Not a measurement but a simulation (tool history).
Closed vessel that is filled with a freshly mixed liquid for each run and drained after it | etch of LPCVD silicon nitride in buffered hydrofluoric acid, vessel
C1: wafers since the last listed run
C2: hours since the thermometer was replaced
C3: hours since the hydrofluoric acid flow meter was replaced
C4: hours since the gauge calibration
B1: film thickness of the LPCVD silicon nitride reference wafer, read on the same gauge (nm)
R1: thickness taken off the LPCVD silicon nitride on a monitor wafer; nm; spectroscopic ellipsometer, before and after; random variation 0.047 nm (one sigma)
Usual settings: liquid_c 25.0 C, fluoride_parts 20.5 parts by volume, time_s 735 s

Run 1, hour 0.0: usual settings; C1 0; C2 1406.6; C3 1316.2; C4 566.3; B1 130.02. Result: R1 7.37 nm.
Run 2, hour 80.6: usual settings but liquid_c 28.0 C, time_s 905 s; C1 6458; C2 1487.2; C3 1396.8; C4 646.9; B1 130.02. Result: R1 10.83 nm.
Run 3, hour 97.0: usual settings but liquid_c 28.0 C, time_s 905 s; C1 1314; C2 1503.6; C3 1413.2; C4 663.3; B1 130.00. Result: R1 10.78 nm.
Run 4, hour 124.1: usual settings but liquid_c 28.0 C, time_s 905 s; C1 2171; C2 1530.7; C3 1440.3; C4 690.4; B1 130.00. Result: R1 10.84 nm.
Run 5, hour 195.2: usual settings but fluoride_parts 17.5 parts by volume, time_s 595 s; C1 5697; C2 1601.8; C3 1511.4; C4 761.5; B1 129.98. Result: R1 7.23 nm.
At hour 202.7: hydrofluoric acid flow meter replaced.
Run 6, hour 224.0: usual settings but fluoride_parts 17.5 parts by volume, time_s 595 s; C1 2227; C2 1630.6; C3 21.3; C4 790.3; B1 129.98. Result: R1 6.39 nm.
Run 7, hour 256.1: usual settings but fluoride_parts 17.5 parts by volume, time_s 595 s; C1 2572; C2 1662.7; C3 53.4; C4 822.4; B1 130.02. Result: R1 6.39 nm.
Run 8, hour 275.0: usual settings but liquid_c 27.5 C; C1 1514; C2 1681.6; C3 72.3; C4 841.3; B1 129.99. Result: R1 7.82 nm.
Run 9, hour 308.6: usual settings but liquid_c 27.5 C; C1 2692; C2 1715.2; C3 105.9; C4 874.9; B1 130.00. Result: R1 7.77 nm.
Run 10, hour 332.1: usual settings; C1 1883; C2 1738.7; C3 129.4; C4 898.4; B1 130.02. Result: R1 6.78 nm.
Run 11, hour 362.8: usual settings; C1 2460; C2 1769.4; C3 160.1; C4 929.1; B1 129.99. Result: R1 6.72 nm.
Run 12, hour 385.9: usual settings; C1 1851; C2 1792.5; C3 183.2; C4 952.2; B1 130.02. Result: R1 6.81 nm.
Run 13, hour 408.8: usual settings; C1 1835; C2 1815.4; C3 206.1; C4 975.1; B1 130.00. Result: R1 6.82 nm.
Run 14, hour 442.9: usual settings but liquid_c 29.5 C, fluoride_parts 28.0 parts by volume, time_s 385 s; C1 2732; C2 1849.5; C3 240.2; C4 1009.2; B1 130.00. Result: R1 3.68 nm.
Run 15, hour 478.3: usual settings but liquid_c 28.5 C; C1 2836; C2 1884.9; C3 275.6; C4 1044.6; B1 130.01. Result: R1 8.28 nm.
Run 16, hour 506.7: usual settings; C1 2275; C2 1913.3; C3 304.0; C4 1073.0; B1 129.98. Result: R1 6.91 nm.
Run 17, hour 524.4: usual settings but liquid_c 21.5 C, fluoride_parts 18.0 parts by volume; C1 1418; C2 1931.0; C3 321.7; C4 1090.7; B1 129.99. Result: R1 6.42 nm.
Run 18, hour 537.4: usual settings but time_s 1105 s; C1 1041; C2 1944.0; C3 334.7; C4 1103.7; B1 130.00. Result: R1 10.36 nm.
Run 19, hour 571.6: usual settings but fluoride_parts 17.5 parts by volume, time_s 415 s; C1 2740; C2 1978.2; C3 368.9; C4 1137.9; B1 129.99. Result: R1 4.53 nm.
At hour 579.6: thermometer replaced.
Run 20, hour 605.5: usual settings but liquid_c 28.5 C, fluoride_parts 16.5 parts by volume; C1 2636; C2 25.9; C3 402.8; C4 1171.8; B1 130.00. Result: R1 10.30 nm.
Run 21, hour 625.6: usual settings but liquid_c 20.5 C, fluoride_parts 27.5 parts by volume; C1 1610; C2 46.0; C3 422.9; C4 1191.9; B1 130.00. Result: R1 4.40 nm.
Run 22, hour 651.8: usual settings but liquid_c 27.0 C, fluoride_parts 15.0 parts by volume, time_s 1015 s; C1 2099; C2 72.2; C3 449.1; C4 1218.1; B1 129.98. Result: R1 14.52 nm.
Run 23, hour 669.7: usual settings but liquid_c 28.0 C, fluoride_parts 23.0 parts by volume, time_s 475 s; C1 1434; C2 90.1; C3 467.0; C4 1236.0; B1 130.03. Result: R1 4.80 nm.
At hour 675.3: gauge calibrated.
Run 24, hour 686.7: usual settings but fluoride_parts 17.0 parts by volume, time_s 1045 s; C1 1362; C2 107.1; C3 484.0; C4 11.4; B1 129.98. Result: R1 12.01 nm.
Run 25, hour 709.6: usual settings but liquid_c 22.0 C, fluoride_parts 14.5 parts by volume, time_s 540 s; C1 1835; C2 130.0; C3 506.9; C4 34.3; B1 130.03. Result: R1 6.14 nm.
Run 26, hour 732.3: usual settings but liquid_c 30.0 C, fluoride_parts 18.5 parts by volume, time_s 430 s; C1 1819; C2 152.7; C3 529.6; C4 57.0; B1 129.99. Result: R1 5.85 nm.
Run 27, hour 763.9: usual settings but liquid_c 27.5 C, fluoride_parts 24.0 parts by volume; C1 2532; C2 184.3; C3 561.2; C4 88.6; B1 129.99. Result: R1 7.10 nm.
Run 28, hour 795.6: usual settings; C1 2540; C2 216.0; C3 592.9; C4 120.3; B1 129.99. Result: R1 7.00 nm.
Run 29, hour 807.6: usual settings; C1 961; C2 228.0; C3 604.9; C4 132.3; B1 130.00. Result: R1 6.94 nm.
Run 30, hour 837.0: usual settings but liquid_c 22.0 C; C1 2355; C2 257.4; C3 634.3; C4 161.7; B1 130.01. Result: R1 5.97 nm.
Run 31, hour 850.9: usual settings but liquid_c 29.0 C; C1 1113; C2 271.3; C3 648.2; C4 175.6; B1 130.01. Result: R1 8.87 nm.
Run 32, hour 879.0: usual settings but liquid_c 28.5 C; C1 2251; C2 299.4; C3 676.3; C4 203.7; B1 130.02. Result: R1 8.56 nm.
Run 33, hour 903.1: usual settings but liquid_c 27.0 C, fluoride_parts 16.0 parts by volume, time_s 935 s; C1 1931; C2 323.5; C3 700.4; C4 227.8; B1 129.97. Result: R1 12.80 nm.

Hidden state at the last listed run before each entry between runs and at the first one after, where it differs:
Between runs 5 and 6: hydrofluoric acid flow meter replaced (hour 202.7)
  hydrofluoric acid flow above the setpoint (%): 13.4 -> 1.27
  measured less the result without the state, R1: +0.84 -> +0.08 nm
Between runs 19 and 20: thermometer replaced (hour 579.6)
  hydrofluoric acid flow above the setpoint (%): 3.86 -> 4.11
  measured less the result without the state, R1: +0.17 -> +0.40 nm
Between runs 23 and 24: gauge calibrated (hour 675.3)
  hydrofluoric acid flow above the setpoint (%): 4.59 -> 4.72
  measured less the result without the state, R1: +0.15 -> +0.54 nm
